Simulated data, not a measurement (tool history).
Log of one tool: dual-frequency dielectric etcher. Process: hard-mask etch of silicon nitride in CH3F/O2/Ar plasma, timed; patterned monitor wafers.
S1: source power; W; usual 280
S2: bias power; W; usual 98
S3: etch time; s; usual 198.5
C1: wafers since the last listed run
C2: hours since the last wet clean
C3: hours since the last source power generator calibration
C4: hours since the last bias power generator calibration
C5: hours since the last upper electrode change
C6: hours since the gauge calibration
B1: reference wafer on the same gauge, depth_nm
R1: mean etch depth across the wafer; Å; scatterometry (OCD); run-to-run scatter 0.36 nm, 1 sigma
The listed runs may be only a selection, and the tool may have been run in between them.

run,day,S1,S2,S3,C1,C2,C3,C4,C5,C6,B1,R1
1,0.000,280,110,198.5,0,328.0,54.2,4463.6,33.6,2215.5,122.2,1639
2,1.146,330,98,198.5,230,355.5,81.7,4491.1,61.1,2243.0,122.1,1643
3,2.996,280,98,198.5,372,399.9,126.1,4535.5,105.5,2287.4,122.0,1540
# day 4.879: bias power generator calibrated
4,4.900,280,98,198.5,350,445.6,171.8,0.5,151.2,2333.1,122.1,1496
5,6.375,280,98,198.5,297,481.0,207.2,35.9,186.6,2368.5,121.9,1501
6,7.829,280,98,198.5,293,515.9,242.1,70.8,221.5,2403.4,122.0,1493
# day 10.192: wet clean of the chamber
7,10.212,280,98,198.5,278,0.5,299.3,128.0,278.7,2460.6,122.1,1498
8,11.412,250,107,198.5,241,29.3,328.1,156.8,307.5,2489.4,122.0,1504
9,13.062,260,107,198.5,332,68.9,367.7,196.4,347.1,2529.0,121.9,1521
# day 14.362: gauge calibrated
10,14.767,240,78,257.5,343,109.8,408.6,237.3,388.0,9.7,122.0,1625
11,17.125,340,98,198.5,475,166.4,465.2,293.9,444.6,66.3,122.0,1621
12,19.650,280,98,198.5,508,227.0,525.8,354.5,505.2,126.9,122.1,1502
13,22.646,310,112,198.5,603,298.9,597.7,426.4,577.1,198.8,122.0,1673
14,23.817,280,98,227.0,235,327.0,625.8,454.5,605.2,226.9,122.0,1709
15,25.817,280,108,142.5,403,375.0,673.8,502.5,653.2,274.9,122.1,1133
16,27.492,280,98,198.5,337,415.2,714.0,542.7,693.4,315.1,122.0,1496
17,30.312,280,119,249.5,568,482.9,781.7,610.4,761.1,382.8,122.0,2086
18,32.162,260,98,198.5,372,527.3,826.1,654.8,805.5,427.2,122.2,1456
19,33.912,280,98,198.5,352,569.3,868.1,696.8,847.5,469.2,122.1,1501
# day 35.704: wet clean of the chamber
20,35.725,300,113,198.5,163,0.5,911.6,740.3,891.0,512.7,122.1,1664
21,37.404,310,83,221.5,338,40.8,951.9,780.6,931.3,553.0,121.9,1600
22,39.183,280,87,198.5,358,83.5,994.6,823.3,974.0,595.7,122.0,1415
23,41.029,310,110,198.5,372,127.8,1038.9,867.6,1018.3,640.0,122.0,1664
24,43.604,280,86,161.5,518,189.6,1100.7,929.4,1080.1,701.8,122.0,1144
25,45.058,280,98,179.5,293,224.5,1135.6,964.3,1115.0,736.7,122.0,1354
26,46.325,310,118,246.0,255,254.9,1166.0,994.7,1145.4,767.1,121.9,2134
27,47.504,280,98,198.5,237,283.2,1194.3,1023.0,1173.7,795.4,122.1,1494
28,48.950,280,91,198.5,291,317.9,1229.0,1057.7,1208.4,830.1,122.0,1447
29,51.700,350,108,214.5,554,383.9,1295.0,1123.7,1274.4,896.1,121.8,1876
30,54.450,250,113,228.5,554,449.9,1361.0,1189.7,1340.4,962.1,122.0,1778

Here are 4 independent what-if runs from the current tool condition. What would each one return?
A,54.471,280,98,140.0,4,450.4,1361.5,1190.2,1340.9,962.6,?,?
B,54.471,210,98,198.5,4,450.4,1361.5,1190.2,1340.9,962.6,?,?
C,54.471,260,76,214.0,4,450.4,1361.5,1190.2,1340.9,962.6,?,?
D,54.471,250,98,198.5,4,450.4,1361.5,1190.2,1340.9,962.6,?,?

run,B1,R1
A,122.1,1058
B,122.1,1336
C,122.1,1369
D,122.1,1434
The same runs, with their run-to-run variation unchanged, on a tool lacking any hidden condition would have given:
run,R1
A,1052
B,1328
C,1361
D,1426
